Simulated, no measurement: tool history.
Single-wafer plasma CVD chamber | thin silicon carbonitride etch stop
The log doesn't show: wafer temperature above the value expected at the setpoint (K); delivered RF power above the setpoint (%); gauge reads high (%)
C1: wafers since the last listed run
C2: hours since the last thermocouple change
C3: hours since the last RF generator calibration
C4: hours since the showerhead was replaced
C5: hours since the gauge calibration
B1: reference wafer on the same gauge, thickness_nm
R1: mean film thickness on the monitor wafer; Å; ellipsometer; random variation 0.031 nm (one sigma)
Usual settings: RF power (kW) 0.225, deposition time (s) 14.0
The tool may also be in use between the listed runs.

{"run": 1, "hour": 0.0, "RF power (kW)": 0.225, "deposition time (s)": 13.3, "C1": 0, "C2": 645.1, "C3": 1526.1, "C4": 3933.8, "C5": 280.2, "B1": 6.847, "R1": 77.22}
{"run": 2, "hour": 52.4, "RF power (kW)": 0.225, "deposition time (s)": 13.3, "C1": 998, "C2": 697.5, "C3": 1578.5, "C4": 3986.2, "C5": 332.6, "B1": 6.841, "R1": 77.47}
{"run": 3, "hour": 79.5, "RF power (kW)": 0.225, "deposition time (s)": 13.3, "C1": 516, "C2": 724.6, "C3": 1605.6, "C4": 4013.3, "C5": 359.7, "B1": 6.843, "R1": 77.22}
{"run": 4, "hour": 141.4, "RF power (kW)": 0.26, "deposition time (s)": 11.8, "C1": 1179, "C2": 786.5, "C3": 1667.5, "C4": 4075.2, "C5": 421.6, "B1": 6.84, "R1": 72.61}
{"run": 5, "hour": 175.6, "RF power (kW)": 0.225, "deposition time (s)": 14.6, "C1": 651, "C2": 820.7, "C3": 1701.7, "C4": 4109.4, "C5": 455.8, "B1": 6.844, "R1": 84.22}
{"run": 6, "hour": 223.6, "RF power (kW)": 0.225, "deposition time (s)": 14.6, "C1": 914, "C2": 868.7, "C3": 1749.7, "C4": 4157.4, "C5": 503.8, "B1": 6.838, "R1": 84.13}
{"run": 7, "hour": 261.6, "RF power (kW)": 0.225, "deposition time (s)": 14.6, "C1": 724, "C2": 906.7, "C3": 1787.7, "C4": 4195.4, "C5": 541.8, "B1": 6.841, "R1": 84.15}
{"run": 8, "hour": 300.9, "RF power (kW)": 0.225, "deposition time (s)": 14.9, "C1": 748, "C2": 946.0, "C3": 1827.0, "C4": 4234.7, "C5": 581.1, "B1": 6.842, "R1": 85.51}
{"run": 9, "hour": 351.5, "RF power (kW)": 0.225, "deposition time (s)": 14.9, "C1": 964, "C2": 996.6, "C3": 1877.6, "C4": 4285.3, "C5": 631.7, "B1": 6.835, "R1": 85.91}
{"run": 10, "hour": 413.8, "RF power (kW)": 0.225, "deposition time (s)": 12.9, "C1": 1187, "C2": 1058.9, "C3": 1939.9, "C4": 4347.6, "C5": 694.0, "B1": 6.841, "R1": 74.31}
{"run": 11, "hour": 450.7, "RF power (kW)": 0.225, "deposition time (s)": 12.9, "C1": 703, "C2": 1095.8, "C3": 1976.8, "C4": 4384.5, "C5": 730.9, "B1": 6.834, "R1": 74.24}
{"hour": 470.1, "done": "showerhead replaced"}
{"run": 12, "hour": 488.3, "RF power (kW)": 0.225, "deposition time (s)": 14.0, "C1": 564, "C2": 1133.4, "C3": 2014.4, "C4": 18.2, "C5": 768.5, "B1": 6.844, "R1": 80.54}
{"hour": 523.1, "done": "gauge calibrated"}
{"run": 13, "hour": 523.6, "RF power (kW)": 0.2, "deposition time (s)": 13.0, "C1": 672, "C2": 1168.7, "C3": 2049.7, "C4": 53.5, "C5": 0.5, "B1": 6.839, "R1": 71.3}
{"hour": 709.6, "done": "thermocouple changed; heater temperature recalibrated"}
{"run": 14, "hour": 731.4, "RF power (kW)": 0.225, "deposition time (s)": 14.0, "C1": 3807, "C2": 21.8, "C3": 2257.5, "C4": 261.3, "C5": 208.3, "B1": 6.837, "R1": 80.36}
{"run": 15, "hour": 770.5, "RF power (kW)": 0.21, "deposition time (s)": 12.5, "C1": 745, "C2": 60.9, "C3": 2296.6, "C4": 300.4, "C5": 247.4, "B1": 6.836, "R1": 69.37}
{"run": 16, "hour": 840.1, "RF power (kW)": 0.225, "deposition time (s)": 14.0, "C1": 1326, "C2": 130.5, "C3": 2366.2, "C4": 370.0, "C5": 317.0, "B1": 6.843, "R1": 80.37}
{"run": 17, "hour": 883.9, "RF power (kW)": 0.26, "deposition time (s)": 14.0, "C1": 834, "C2": 174.3, "C3": 2410.0, "C4": 413.8, "C5": 360.8, "B1": 6.838, "R1": 85.01}
{"run": 18, "hour": 953.5, "RF power (kW)": 0.265, "deposition time (s)": 14.0, "C1": 1326, "C2": 243.9, "C3": 2479.6, "C4": 483.4, "C5": 430.4, "B1": 6.844, "R1": 85.24}
{"hour": 983.9, "done": "RF generator calibrated"}
{"run": 19, "hour": 1003.0, "RF power (kW)": 0.225, "deposition time (s)": 14.0, "C1": 790, "C2": 293.4, "C3": 19.1, "C4": 532.9, "C5": 479.9, "B1": 6.836, "R1": 82.41}
{"run": 20, "hour": 1114.4, "RF power (kW)": 0.21, "deposition time (s)": 11.3, "C1": 2123, "C2": 404.8, "C3": 130.5, "C4": 644.3, "C5": 591.3, "B1": 6.839, "R1": 64.83}
{"run": 21, "hour": 1178.5, "RF power (kW)": 0.245, "deposition time (s)": 13.0, "C1": 1221, "C2": 468.9, "C3": 194.6, "C4": 708.4, "C5": 655.4, "B1": 6.837, "R1": 79.08}
{"run": 22, "hour": 1246.7, "RF power (kW)": 0.225, "deposition time (s)": 13.0, "C1": 1299, "C2": 537.1, "C3": 262.8, "C4": 776.6, "C5": 723.6, "B1": 6.835, "R1": 76.64}
{"run": 23, "hour": 1298.5, "RF power (kW)": 0.21, "deposition time (s)": 12.8, "C1": 987, "C2": 588.9, "C3": 314.6, "C4": 828.4, "C5": 775.4, "B1": 6.84, "R1": 73.13}
{"run": 24, "hour": 1338.5, "RF power (kW)": 0.26, "deposition time (s)": 11.8, "C1": 762, "C2": 628.9, "C3": 354.6, "C4": 868.4, "C5": 815.4, "B1": 6.844, "R1": 73.17}
{"run": 25, "hour": 1373.6, "RF power (kW)": 0.26, "deposition time (s)": 13.2, "C1": 668, "C2": 664.0, "C3": 389.7, "C4": 903.5, "C5": 850.5, "B1": 6.838, "R1": 82.35}
{"hour": 1407.6, "done": "gauge calibrated"}
{"run": 26, "hour": 1425.8, "RF power (kW)": 0.225, "deposition time (s)": 14.0, "C1": 994, "C2": 716.2, "C3": 441.9, "C4": 955.7, "C5": 18.2, "B1": 6.838, "R1": 82.4}
{"run": 27, "hour": 1455.9, "RF power (kW)": 0.225, "deposition time (s)": 14.0, "C1": 573, "C2": 746.3, "C3": 472.0, "C4": 985.8, "C5": 48.3, "B1": 6.842, "R1": 82.33}
{"run": 28, "hour": 1492.6, "RF power (kW)": 0.19, "deposition time (s)": 15.9, "C1": 699, "C2": 783.0, "C3": 508.7, "C4": 1022.5, "C5": 85.0, "B1": 6.839, "R1": 86.66}
{"run": 29, "hour": 1545.2, "RF power (kW)": 0.225, "deposition time (s)": 15.1, "C1": 1002, "C2": 835.6, "C3": 561.3, "C4": 1075.1, "C5": 137.6, "B1": 6.839, "R1": 88.74}

Forecast each of these 4 alternatives for the next run:
{"run": "A", "hour": 1545.6, "RF power (kW)": 0.225, "deposition time (s)": 14.0, "C1": 7, "C2": 836.0, "C3": 561.7, "C4": 1075.5, "C5": 138.0, "B1": "?", "R1": "?"}
{"run": "B", "hour": 1545.6, "RF power (kW)": 0.19, "deposition time (s)": 15.6, "C1": 7, "C2": 836.0, "C3": 561.7, "C4": 1075.5, "C5": 138.0, "B1": "?", "R1": "?"}
{"run": "C", "hour": 1545.6, "RF power (kW)": 0.205, "deposition time (s)": 12.4, "C1": 7, "C2": 836.0, "C3": 561.7, "C4": 1075.5, "C5": 138.0, "B1": "?", "R1": "?"}
{"run": "D", "hour": 1545.6, "RF power (kW)": 0.27, "deposition time (s)": 15.6, "C1": 7, "C2": 836.0, "C3": 561.7, "C4": 1075.5, "C5": 138.0, "B1": "?", "R1": "?"}

run=A B1=6.841 R1=82.56
run=B B1=6.841 R1=85.69
run=C B1=6.841 R1=70.36
run=D B1=6.841 R1=98.85
Without the tool's hidden state the same runs would have given:
run=A R1=83.57
run=B R1=86.75
run=C R1=71.23
run=D R1=100.07
